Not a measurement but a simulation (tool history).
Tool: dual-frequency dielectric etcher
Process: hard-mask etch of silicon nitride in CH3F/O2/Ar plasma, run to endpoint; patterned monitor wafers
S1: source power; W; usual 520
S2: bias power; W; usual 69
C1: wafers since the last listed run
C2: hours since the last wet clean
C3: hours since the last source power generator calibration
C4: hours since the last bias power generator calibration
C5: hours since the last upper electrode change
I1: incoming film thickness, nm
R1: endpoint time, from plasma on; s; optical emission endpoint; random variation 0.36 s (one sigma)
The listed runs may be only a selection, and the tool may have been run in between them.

run   hour   S1  S2   C1     C2      C3      C4      C5     I1    R1
  1      0  520  61    0  442.4  4746.7  2841.5  2872.4  47.93  74.5
  2      7  520  61   62  449.4  4753.7  2848.5  2879.4  48.43  74.7
  3   19.9  550  80  114  462.3  4766.6  2861.4  2892.3  48.11  66.4
  4     36  550  80  143  478.4  4782.7  2877.5  2908.4  48.53  67.1
  5     43  550  80   62  485.4  4789.7  2884.5  2915.4  48.16  66.4
  6   57.9  520  60  132  500.3  4804.6  2899.4  2930.3  47.98  75.2
  7   66.3  520  69   74  508.7    4813  2907.8  2938.7  47.71    71
  8   79.6  520  69  118    522  4826.3  2921.1    2952  47.26  71.1
  9   94.3  450  69  130  536.7    4841  2935.8  2966.7   48.1  77.1
 10  111.1  450  69  149  553.5  4857.8  2952.6  2983.5  48.03  78.4
 11  120.3  450  69   81  562.7    4867  2961.8  2992.7  47.96  77.7
     144.8  -- upper electrode replaced
 12  145.3  410  69    8  587.7    4892  2986.8     0.5  48.11  82.5
 13  145.6  520  69    2    588  4892.3  2987.1     0.8  48.11  72.4
 14    151  610  65   47  593.4  4897.7  2992.5     6.2   47.9  67.5

Estimate the outcome of run 15 from the log above:
 15  161.1  570  76  89  603.5  4907.8  3002.6  16.3  47.73   ?

{"run 15": {"R1": 66.6}}
The same run, on a tool lacking any hidden state, would have yielded R1 62.8 s.
